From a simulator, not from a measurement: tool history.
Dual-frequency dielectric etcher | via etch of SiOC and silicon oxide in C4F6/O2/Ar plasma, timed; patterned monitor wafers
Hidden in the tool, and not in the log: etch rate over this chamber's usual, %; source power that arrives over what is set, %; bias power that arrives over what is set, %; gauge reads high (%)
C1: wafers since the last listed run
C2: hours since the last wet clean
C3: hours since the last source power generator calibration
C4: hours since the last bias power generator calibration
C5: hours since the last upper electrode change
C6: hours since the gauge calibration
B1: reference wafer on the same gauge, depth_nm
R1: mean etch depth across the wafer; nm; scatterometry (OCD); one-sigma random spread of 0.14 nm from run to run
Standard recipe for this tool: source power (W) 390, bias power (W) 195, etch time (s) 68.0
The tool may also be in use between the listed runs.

Run 1, day 0.000: usual settings; C1 0; C2 327.1; C3 4446.5; C4 3016.8; C5 19.8; C6 246.6; B1 70.6. Result: R1 78.5 nm.
At day 1.333: wet clean of the chamber.
Run 2, day 1.354: usual settings; C1 111; C2 0.5; C3 4479.0; C4 3049.3; C5 52.3; C6 279.1; B1 70.6. Result: R1 78.5 nm.
Run 3, day 1.929: usual settings; C1 181; C2 14.3; C3 4492.8; C4 3063.1; C5 66.1; C6 292.9; B1 70.6. Result: R1 78.5 nm.
Run 4, day 2.625: usual settings; C1 219; C2 31.0; C3 4509.5; C4 3079.8; C5 82.8; C6 309.6; B1 70.6. Result: R1 78.5 nm.
Run 5, day 3.275: usual settings; C1 205; C2 46.6; C3 4525.1; C4 3095.4; C5 98.4; C6 325.2; B1 70.6. Result: R1 78.3 nm.
Run 6, day 4.279: usual settings; C1 317; C2 70.7; C3 4549.2; C4 3119.5; C5 122.5; C6 349.3; B1 70.6. Result: R1 78.6 nm.
Run 7, day 5.629: usual settings; C1 426; C2 103.1; C3 4581.6; C4 3151.9; C5 154.9; C6 381.7; B1 70.6. Result: R1 78.7 nm.
Run 8, day 6.467: usual settings; C1 264; C2 123.2; C3 4601.7; C4 3172.0; C5 175.0; C6 401.8; B1 70.6. Result: R1 78.7 nm.
Run 9, day 7.033: usual settings but source power (W) 460; C1 179; C2 136.8; C3 4615.3; C4 3185.6; C5 188.6; C6 415.4; B1 70.6. Result: R1 84.7 nm.
Run 10, day 10.254: usual settings but bias power (W) 146, etch time (s) 74.5; C1 1018; C2 214.1; C3 4692.6; C4 3262.9; C5 265.9; C6 492.7; B1 70.6. Result: R1 73.7 nm.
Run 11, day 11.662: usual settings but source power (W) 460, bias power (W) 217; C1 445; C2 247.9; C3 4726.4; C4 3296.7; C5 299.7; C6 526.5; B1 70.6. Result: R1 89.0 nm.
Run 12, day 12.758: usual settings but bias power (W) 178, etch time (s) 83.0; C1 346; C2 274.2; C3 4752.7; C4 3323.0; C5 326.0; C6 552.8; B1 70.6. Result: R1 91.4 nm.
Run 13, day 13.817: usual settings; C1 334; C2 299.6; C3 4778.1; C4 3348.4; C5 351.4; C6 578.2; B1 70.6. Result: R1 78.7 nm.
At day 15.967: wet clean of the chamber.
Run 14, day 15.988: usual settings; C1 370; C2 0.5; C3 4830.2; C4 3400.5; C5 403.5; C6 630.3; B1 70.6. Result: R1 78.5 nm.
At day 17.379: gauge calibrated.
At day 19.421: source power generator calibrated.
Run 15, day 19.675: usual settings but source power (W) 340; C1 1112; C2 89.0; C3 6.1; C4 3489.0; C5 492.0; C6 55.1; B1 70.6. Result: R1 71.5 nm.
Run 16, day 20.988: usual settings; C1 414; C2 120.5; C3 37.6; C4 3520.5; C5 523.5; C6 86.6; B1 70.6. Result: R1 76.0 nm.
Run 17, day 21.717: usual settings but source power (W) 320, bias power (W) 210, etch time (s) 83.0; C1 230; C2 138.0; C3 55.1; C4 3538.0; C5 541.0; C6 104.1; B1 70.6. Result: R1 88.3 nm.
Run 18, day 22.321: usual settings; C1 190; C2 152.5; C3 69.6; C4 3552.5; C5 555.5; C6 118.6; B1 70.6. Result: R1 76.2 nm.
At day 23.429: bias power generator calibrated.
Run 19, day 23.450: usual settings but bias power (W) 166, etch time (s) 77.0; C1 304; C2 179.6; C3 96.7; C4 0.5; C5 582.6; C6 145.7; B1 70.6. Result: R1 81.4 nm.
Run 20, day 24.142: usual settings but bias power (W) 224; C1 218; C2 196.2; C3 113.3; C4 17.1; C5 599.2; C6 162.3; B1 70.6. Result: R1 84.1 nm.
Run 21, day 25.158: usual settings but etch time (s) 62.0; C1 321; C2 220.6; C3 137.7; C4 41.5; C5 623.6; C6 186.7; B1 70.6. Result: R1 71.1 nm.
Run 22, day 26.158: usual settings but source power (W) 290, bias power (W) 160; C1 316; C2 244.6; C3 161.7; C4 65.5; C5 647.6; C6 210.7; B1 70.6. Result: R1 61.1 nm.
Run 23, day 27.642: usual settings; C1 468; C2 280.2; C3 197.3; C4 101.1; C5 683.2; C6 246.3; B1 70.6. Result: R1 78.4 nm.
Run 24, day 28.804: usual settings; C1 367; C2 308.1; C3 225.2; C4 129.0; C5 711.1; C6 274.2; B1 70.6. Result: R1 78.1 nm.
Run 25, day 30.142: usual settings but source power (W) 320, bias power (W) 242, etch time (s) 49.0; C1 422; C2 340.2; C3 257.3; C4 161.1; C5 743.2; C6 306.3; B1 70.6. Result: R1 57.5 nm.
At day 32.212: wet clean of the chamber.
Run 26, day 32.233: usual settings but etch time (s) 57.5; C1 345; C2 0.5; C3 307.5; C4 211.3; C5 793.4; C6 356.5; B1 70.6. Result: R1 66.0 nm.
Run 27, day 32.871: usual settings; C1 201; C2 15.8; C3 322.8; C4 226.6; C5 808.7; C6 371.8; B1 70.6. Result: R1 77.7 nm.
Run 28, day 34.000: usual settings but bias power (W) 148; C1 356; C2 42.9; C3 349.9; C4 253.7; C5 835.8; C6 398.9; B1 70.6. Result: R1 66.8 nm.
Run 29, day 34.875: usual settings; C1 276; C2 63.9; C3 370.9; C4 274.7; C5 856.8; C6 419.9; B1 70.6. Result: R1 77.8 nm.

The logged runs with the hidden state left out (each run's random variation unchanged):
run    R1
  1  78.8
  2  78.8
  3  78.8
  4  78.7
  5  78.6
  6  78.8
  7  78.9
  8  78.8
  9  84.8
 10  73.5
 11  89.1
 12  91.4
 13  78.7
 14  78.5
 15  74.0
 16  78.7
 17  91.5
 18  78.9
 19  81.8
 20  84.7
 21  71.6
 22  61.6
 23  79.0
 24  78.8
 25  58.0
 26  66.7
 27  78.6
 28  67.5
 29  78.7
